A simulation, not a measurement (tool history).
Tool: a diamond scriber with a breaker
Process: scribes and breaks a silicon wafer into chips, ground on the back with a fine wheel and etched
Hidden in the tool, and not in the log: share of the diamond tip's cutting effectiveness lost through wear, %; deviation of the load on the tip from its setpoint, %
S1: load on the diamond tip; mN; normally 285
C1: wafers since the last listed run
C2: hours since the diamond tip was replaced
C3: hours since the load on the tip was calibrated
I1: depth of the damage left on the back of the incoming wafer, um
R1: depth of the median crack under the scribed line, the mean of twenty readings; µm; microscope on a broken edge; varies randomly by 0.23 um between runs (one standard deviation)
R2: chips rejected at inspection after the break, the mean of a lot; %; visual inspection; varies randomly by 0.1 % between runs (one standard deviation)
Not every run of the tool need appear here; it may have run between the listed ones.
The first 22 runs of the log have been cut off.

| run | hour | S1 | C1 | C2 | C3 | I1 | R1 | R2 |
|---|---|---|---|---|---|---|---|---|
| 23 | 582.4 | 239 | 40 | 373.7 | 51.5 | 0.53 | 10.25 | 5.45 |
| 24 | 613.2 | 366 | 49 | 404.5 | 82.3 | 0.68 | 14.73 | 8.41 |
| 25 | 645.8 | 234 | 52 | 437.1 | 114.9 | 0.72 | 10.22 | 5.77 |
| 26 | 665.9 | 285 | 32 | 457.2 | 135.0 | 0.34 | 11.92 | 1.59 |
| 27 | 682.0 | 285 | 25 | 473.3 | 151.1 | 0.70 | 12.23 | 1.65 |
| 28 | 696.1 | 221 | 22 | 487.4 | 165.2 | 0.73 | 9.77 | 10.21 |
| 29 | 714.8 | 247 | 30 | 506.1 | 183.9 | 0.68 | 10.79 | 3.80 |
| 30 | 738.7 | 211 | 38 | 530.0 | 207.8 | 0.62 | 8.98 | 12.92 |
| 31 | 763.6 | 316 | 40 | 554.9 | 232.7 | 0.34 | 13.59 | 2.97 |
| 32 | 781.1 | 285 | 28 | 572.4 | 250.2 | 0.61 | 11.65 | 1.50 |
|  | 790.4 | diamond tip replaced by a new one |
| 33 | 803.3 | 346 | 32 | 12.9 | 272.4 | 0.78 | 14.19 | 5.55 |
| 34 | 826.0 | 285 | 36 | 35.6 | 295.1 | 0.40 | 12.22 | 1.67 |
| 35 | 850.5 | 285 | 39 | 60.1 | 319.6 | 0.47 | 12.21 | 1.77 |
| 36 | 862.8 | 342 | 19 | 72.4 | 331.9 | 0.42 | 13.93 | 5.08 |
| 37 | 885.0 | 254 | 35 | 94.6 | 354.1 | 0.34 | 11.11 | 3.09 |
| 38 | 905.8 | 210 | 33 | 115.4 | 374.9 | 0.46 | 9.03 | 12.83 |
| 39 | 940.2 | 219 | 55 | 149.8 | 409.3 | 0.47 | 9.50 | 10.06 |
| 40 | 952.4 | 364 | 19 | 162.0 | 421.5 | 0.64 | 14.83 | 6.89 |
| 41 | 977.0 | 210 | 39 | 186.6 | 446.1 | 0.46 | 9.02 | 12.58 |
| 42 | 1004.1 | 201 | 43 | 213.7 | 473.2 | 0.71 | 8.49 | 17.10 |
| 43 | 1033.3 | 360 | 46 | 242.9 | 502.4 | 0.41 | 15.07 | 7.12 |

3 options for the next run, each taken on its own from the tool as it stands now. Forecast them:
| A | 1034.0 | 285 | 1 | 243.6 | 503.1 | 0.67 | ? | ? |
| B | 1034.0 | 230 | 1 | 243.6 | 503.1 | 0.67 | ? | ? |
| C | 1034.0 | 249 | 1 | 243.6 | 503.1 | 0.67 | ? | ? |

| run | R1 | R2 |
|---|---|---|
| A | 11.70 | 1.62 |
| B | 9.57 | 6.98 |
| C | 10.33 | 3.71 |
With the hidden condition removed and each run's random variation left untouched, the same runs would have given:
| run | R1 | R2 |
|---|---|---|
| A | 11.70 | 1.62 |
| B | 9.57 | 6.98 |
| C | 10.33 | 3.71 |

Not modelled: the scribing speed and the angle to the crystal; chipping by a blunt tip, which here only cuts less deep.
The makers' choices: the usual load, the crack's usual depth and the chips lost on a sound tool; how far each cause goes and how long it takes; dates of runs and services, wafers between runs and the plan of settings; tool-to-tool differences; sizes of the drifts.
